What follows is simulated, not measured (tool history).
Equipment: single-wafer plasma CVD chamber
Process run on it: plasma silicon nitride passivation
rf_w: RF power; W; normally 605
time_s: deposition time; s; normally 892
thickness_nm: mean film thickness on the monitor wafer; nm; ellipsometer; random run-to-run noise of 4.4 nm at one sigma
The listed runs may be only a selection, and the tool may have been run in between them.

run    hour  rf_w  time_s  read-back reference wafer on the same gauge, thickness_nm  thickness_nm
  1     0.0   665     847                                                   1569.743      1420.563
  2    47.1   665     847                                                   1569.830      1423.359
  3    89.4   665     847                                                   1570.947      1424.730
  4   388.8   605     892                                                   1568.844      1454.934
      447.6  -- showerhead replaced
  5   483.8   605     892                                                   1569.394      1448.560
      546.8  -- RF generator calibrated
  6   550.8   605     892                                                   1569.683      1475.774
  7   636.6   605     892                                                   1570.117      1488.753
  8   731.6   605     842                                                   1568.530      1397.610
  9   808.5   705    1042                                                   1566.795      1785.765
 10   846.6   725     892                                                   1569.965      1549.815
 11   938.9   515    1044                                                   1569.375      1666.624
 12   992.8   685     767                                                   1570.736      1314.849
     1126.4  -- gauge calibrated
 13  1223.0   605    1011                                                   1572.012      1677.920
 14  1280.7   605     892                                                   1569.450      1479.072
 15  1384.4   605     892                                                   1568.512      1476.193
 16  1486.1   605     892                                                   1568.351      1474.188

Consider 4 possible next runs. They are alternatives, not a sequence: every one starts from the tool as it was left by run 16. What does each give?
  A  1486.7   605     892                                                          ?             ?
  B  1486.7   605     834                                                          ?             ?
  C  1486.7   690     950                                                          ?             ?
  D  1486.7   510     827                                                          ?             ?

run  read-back reference wafer on the same gauge, thickness_nm  thickness_nm
  A                                                   1567.982      1469.491
  B                                                   1567.982      1373.941
  C                                                   1567.982      1617.241
  D                                                   1567.982      1307.037
What these runs would have given with no unlogged condition in the tool:
run  thickness_nm
  A      1477.938
  B      1381.839
  C      1626.537
  D      1314.550

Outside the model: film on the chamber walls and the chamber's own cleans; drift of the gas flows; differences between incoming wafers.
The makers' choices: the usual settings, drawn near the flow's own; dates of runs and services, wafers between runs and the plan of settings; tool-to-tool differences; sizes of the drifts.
